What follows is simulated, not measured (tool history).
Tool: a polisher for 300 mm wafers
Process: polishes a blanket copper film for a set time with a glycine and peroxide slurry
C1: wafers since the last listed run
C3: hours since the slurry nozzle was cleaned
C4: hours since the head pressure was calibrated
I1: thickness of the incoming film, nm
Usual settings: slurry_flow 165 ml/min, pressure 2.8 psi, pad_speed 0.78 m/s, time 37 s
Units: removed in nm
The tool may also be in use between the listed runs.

run 1 hour=0.0 | slurry_flow=165 pressure=2.8 pad_speed=0.78 time=32 | C1=0 wafers_polished_on_this_pad=1315 C3=11.6 C4=428.6 | I1=1691.0 | removed=158.2
run 2 hour=19.4 | slurry_flow=195 pressure=2.8 pad_speed=0.78 time=37 | C1=300 wafers_polished_on_this_pad=1615 C3=31.0 C4=448.0 | I1=1671.5 | removed=186.3
run 3 hour=47.6 | slurry_flow=195 pressure=2.8 pad_speed=0.78 time=37 | C1=436 wafers_polished_on_this_pad=2052 C3=59.2 C4=476.2 | I1=1697.8 | removed=185.1
run 4 hour=71.7 | slurry_flow=195 pressure=2.8 pad_speed=0.78 time=37 | C1=372 wafers_polished_on_this_pad=2425 C3=83.3 C4=500.3 | I1=1694.2 | removed=185.3
-- hour=89.7 worn pad replaced by a new one
run 5 hour=99.7 | slurry_flow=165 pressure=2.8 pad_speed=0.78 time=37 | C1=371 wafers_polished_on_this_pad=154 C3=111.3 C4=528.3 | I1=1651.7 | removed=177.2
run 6 hour=115.6 | slurry_flow=165 pressure=2.8 pad_speed=0.78 time=37 | C1=246 wafers_polished_on_this_pad=400 C3=127.2 C4=544.2 | I1=1680.9 | removed=176.6
run 7 hour=144.9 | slurry_flow=165 pressure=2.8 pad_speed=0.78 time=37 | C1=453 wafers_polished_on_this_pad=853 C3=156.5 C4=573.5 | I1=1652.2 | removed=176.5
run 8 hour=172.2 | slurry_flow=165 pressure=2.8 pad_speed=0.78 time=37 | C1=422 wafers_polished_on_this_pad=1276 C3=183.8 C4=600.8 | I1=1716.7 | removed=175.2
run 9 hour=201.6 | slurry_flow=165 pressure=2.0 pad_speed=0.78 time=37 | C1=454 wafers_polished_on_this_pad=1731 C3=213.2 C4=630.2 | I1=1699.5 | removed=140.0
run 10 hour=216.2 | slurry_flow=165 pressure=2.0 pad_speed=0.78 time=37 | C1=225 wafers_polished_on_this_pad=1956 C3=227.8 C4=644.8 | I1=1693.9 | removed=138.7
-- hour=248.8 worn pad replaced by a new one
run 11 hour=249.3 | slurry_flow=165 pressure=2.0 pad_speed=0.78 time=37 | C1=450 wafers_polished_on_this_pad=7 C3=260.9 C4=677.9 | I1=1662.7 | removed=139.0
run 12 hour=260.1 | slurry_flow=135 pressure=2.3 pad_speed=0.78 time=37 | C1=167 wafers_polished_on_this_pad=175 C3=271.7 C4=688.7 | I1=1645.0 | removed=142.5
run 13 hour=292.4 | slurry_flow=135 pressure=2.3 pad_speed=0.78 time=37 | C1=499 wafers_polished_on_this_pad=674 C3=304.0 C4=721.0 | I1=1685.0 | removed=139.5
run 14 hour=318.3 | slurry_flow=135 pressure=2.3 pad_speed=0.78 time=37 | C1=400 wafers_polished_on_this_pad=1075 C3=329.9 C4=746.9 | I1=1664.6 | removed=138.9
run 15 hour=339.6 | slurry_flow=165 pressure=2.8 pad_speed=0.78 time=40 | C1=329 wafers_polished_on_this_pad=1405 C3=351.2 C4=768.2 | I1=1649.8 | removed=178.4
run 16 hour=354.4 | slurry_flow=165 pressure=2.8 pad_speed=0.78 time=40 | C1=228 wafers_polished_on_this_pad=1634 C3=366.0 C4=783.0 | I1=1684.4 | removed=178.5
run 17 hour=370.0 | slurry_flow=205 pressure=3.4 pad_speed=0.78 time=27 | C1=241 wafers_polished_on_this_pad=1875 C3=381.6 C4=798.6 | I1=1679.2 | removed=144.2
-- hour=392.5 head pressure recalibrated
run 18 hour=398.2 | slurry_flow=165 pressure=2.8 pad_speed=0.78 time=45 | C1=405 wafers_polished_on_this_pad=2280 C3=409.8 C4=5.7 | I1=1650.6 | removed=217.4
-- hour=416.4 worn pad replaced by a new one
-- hour=435.0 slurry nozzle cleaned
run 19 hour=446.2 | slurry_flow=165 pressure=2.8 pad_speed=0.78 time=37 | C1=665 wafers_polished_on_this_pad=445 C3=11.2 C4=53.7 | I1=1690.0 | removed=193.0
run 20 hour=481.0 | slurry_flow=125 pressure=3.1 pad_speed=1.02 time=47 | C1=538 wafers_polished_on_this_pad=984 C3=46.0 C4=88.5 | I1=1692.4 | removed=300.7
run 21 hour=495.3 | slurry_flow=165 pressure=3.4 pad_speed=0.94 time=37 | C1=221 wafers_polished_on_this_pad=1205 C3=60.3 C4=102.8 | I1=1707.7 | removed=251.5
run 22 hour=521.2 | slurry_flow=205 pressure=2.8 pad_speed=0.92 time=37 | C1=400 wafers_polished_on_this_pad=1606 C3=86.2 C4=128.7 | I1=1695.7 | removed=219.8
run 23 hour=553.2 | slurry_flow=165 pressure=2.8 pad_speed=0.50 time=30 | C1=495 wafers_polished_on_this_pad=2101 C3=118.2 C4=160.7 | I1=1683.3 | removed=107.6
-- hour=568.5 worn pad replaced by a new one
run 24 hour=580.5 | slurry_flow=165 pressure=3.2 pad_speed=0.62 time=44 | C1=360 wafers_polished_on_this_pad=185 C3=145.5 C4=188.0 | I1=1671.9 | removed=197.4
run 25 hour=602.4 | slurry_flow=165 pressure=2.8 pad_speed=0.78 time=37 | C1=338 wafers_polished_on_this_pad=524 C3=167.4 C4=209.9 | I1=1706.3 | removed=181.2
run 26 hour=636.5 | slurry_flow=165 pressure=2.8 pad_speed=0.78 time=37 | C1=527 wafers_polished_on_this_pad=1051 C3=201.5 C4=244.0 | I1=1682.8 | removed=180.4
run 27 hour=653.9 | slurry_flow=165 pressure=2.8 pad_speed=0.78 time=49 | C1=269 wafers_polished_on_this_pad=1320 C3=218.9 C4=261.4 | I1=1705.3 | removed=235.3
run 28 hour=682.8 | slurry_flow=145 pressure=2.8 pad_speed=0.78 time=37 | C1=447 wafers_polished_on_this_pad=1768 C3=247.8 C4=290.3 | I1=1669.4 | removed=170.5
run 29 hour=703.1 | slurry_flow=205 pressure=2.8 pad_speed=0.92 time=37 | C1=314 wafers_polished_on_this_pad=2082 C3=268.1 C4=310.6 | I1=1687.5 | removed=209.5
-- hour=708.2 worn pad replaced by a new one
run 30 hour=724.3 | slurry_flow=165 pressure=3.7 pad_speed=0.78 time=37 | C1=266 wafers_polished_on_this_pad=248 C3=289.3 C4=331.8 | I1=1704.9 | removed=211.1
run 31 hour=753.7 | slurry_flow=165 pressure=2.8 pad_speed=0.78 time=37 | C1=454 wafers_polished_on_this_pad=703 C3=318.7 C4=361.2 | I1=1688.7 | removed=169.2
run 32 hour=767.4 | slurry_flow=165 pressure=2.8 pad_speed=0.78 time=37 | C1=211 wafers_polished_on_this_pad=915 C3=332.4 C4=374.9 | I1=1684.2 | removed=171.3

The same runs without the tool's hidden state, with the same run-to-run variation:
The hidden state here: removal rate lost through wear of the pad, %; slurry flow missing at the pad, %; deviation of the head's pressure from its setpoint, %.
run=1 removed=169.6
run=2 removed=200.3
run=3 removed=200.2
run=4 removed=201.4
run=5 removed=194.2
run=6 removed=194.4
run=7 removed=195.6
run=8 removed=195.4
run=9 removed=156.5
run=10 removed=155.6
run=11 removed=157.3
run=12 removed=164.2
run=13 removed=162.5
run=14 removed=163.4
run=15 removed=208.8
run=16 removed=209.9
run=17 removed=168.2
run=18 removed=237.1
run=19 removed=195.0
run=20 removed=309.3
run=21 removed=259.3
run=22 removed=227.9
run=23 removed=112.9
run=24 removed=209.6
run=25 removed=194.1
run=26 removed=195.6
run=27 removed=256.7
run=28 removed=189.3
run=29 removed=230.6
run=30 removed=237.0
run=31 removed=191.5
run=32 removed=194.9
